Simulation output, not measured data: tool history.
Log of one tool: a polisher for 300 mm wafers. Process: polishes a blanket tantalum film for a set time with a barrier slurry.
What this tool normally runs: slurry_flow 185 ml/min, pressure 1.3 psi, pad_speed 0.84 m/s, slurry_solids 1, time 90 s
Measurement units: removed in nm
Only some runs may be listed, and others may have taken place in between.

| run | day | slurry_flow | pressure | pad_speed | slurry_solids | time | incoming thickness of the incoming film, nm | removed |
|---|---|---|---|---|---|---|---|---|
| 1 | 0 | 185 | 1.3 | 0.84 | 1 | 90 | 325.6 | 82 |
| 2 | 3.15 | 185 | 1.3 | 0.84 | 1 | 90 | 327.5 | 80.8 |
| 3 | 5.908 | 185 | 1.3 | 0.84 | 1 | 90 | 326.8 | 78.5 |
| 4 | 7.85 | 185 | 1.3 | 0.84 | 1 | 90 | 331.4 | 78.9 |
|  | 8.638 | worn pad replaced by a new one |
| 5 | 9.8 | 185 | 1.3 | 0.84 | 1 | 90 | 333.8 | 77.7 |
| 6 | 14.167 | 185 | 1.3 | 0.84 | 1 | 90 | 327.4 | 78.5 |
|  | 15.788 | slurry blender recalibrated |
| 7 | 18.571 | 185 | 1.3 | 0.84 | 1 | 90 | 325.7 | 69.6 |
|  | 18.708 | slurry nozzle cleaned |
| 8 | 21.067 | 185 | 1.3 | 0.84 | 1.05 | 90 | 328.8 | 69.1 |
|  | 22.946 | worn pad replaced by a new one |
| 9 | 24.004 | 185 | 1.3 | 0.84 | 1.05 | 90 | 327.7 | 66.4 |
| 10 | 25.596 | 185 | 1.3 | 0.84 | 1.05 | 90 | 332.6 | 68.4 |
| 11 | 29.254 | 185 | 1.3 | 0.84 | 1.05 | 107 | 331.8 | 79.5 |
| 12 | 31.6 | 185 | 1.3 | 0.84 | 1 | 90 | 332.1 | 65.1 |
|  | 34.404 | slurry blender recalibrated, repeated, since the last time left the tool worse |
| 13 | 34.738 | 185 | 1.3 | 0.84 | 1 | 90 | 333.9 | 83.6 |
| 14 | 36.583 | 185 | 1.3 | 0.84 | 1 | 79 | 330.8 | 70.6 |
| 15 | 38.592 | 240 | 0.8 | 0.84 | 1.3 | 64 | 328.3 | 39.5 |
|  | 39.379 | worn pad replaced by a new one |
| 16 | 42.846 | 185 | 1.8 | 0.84 | 1 | 108 | 333 | 129.4 |
|  | 43.779 | slurry nozzle cleaned |
|  | 44.367 | head pressure recalibrated |
| 17 | 47.162 | 135 | 1.3 | 0.54 | 1 | 100 | 331.4 | 55 |
|  | 50.321 | slurry blender recalibrated |
| 18 | 50.588 | 185 | 1.3 | 0.84 | 1 | 68 | 329.7 | 62.1 |
| 19 | 54.021 | 145 | 1.5 | 0.68 | 0.8 | 90 | 334.2 | 66.3 |
|  | 54.425 | worn pad replaced by a new one |
| 20 | 57.942 | 185 | 1.3 | 0.84 | 1 | 90 | 332.6 | 80.6 |
| 21 | 62.408 | 185 | 1.3 | 0.84 | 1 | 90 | 331.3 | 78.2 |
| 22 | 64.95 | 185 | 1.3 | 0.84 | 1 | 117 | 332.7 | 101.2 |

Run 23 comes next. What will it give?
|  | 66.154 | slurry blender recalibrated |
|  | 68.838 | worn pad replaced by a new one |
| 23 | 68.858 | 185 | 1.6 | 0.84 | 1 | 105 | 329.8 | ? |

Run 23 produced removed 115.8 nm.
With no hidden state in the tool, this same run would have given removed 118.8 nm.

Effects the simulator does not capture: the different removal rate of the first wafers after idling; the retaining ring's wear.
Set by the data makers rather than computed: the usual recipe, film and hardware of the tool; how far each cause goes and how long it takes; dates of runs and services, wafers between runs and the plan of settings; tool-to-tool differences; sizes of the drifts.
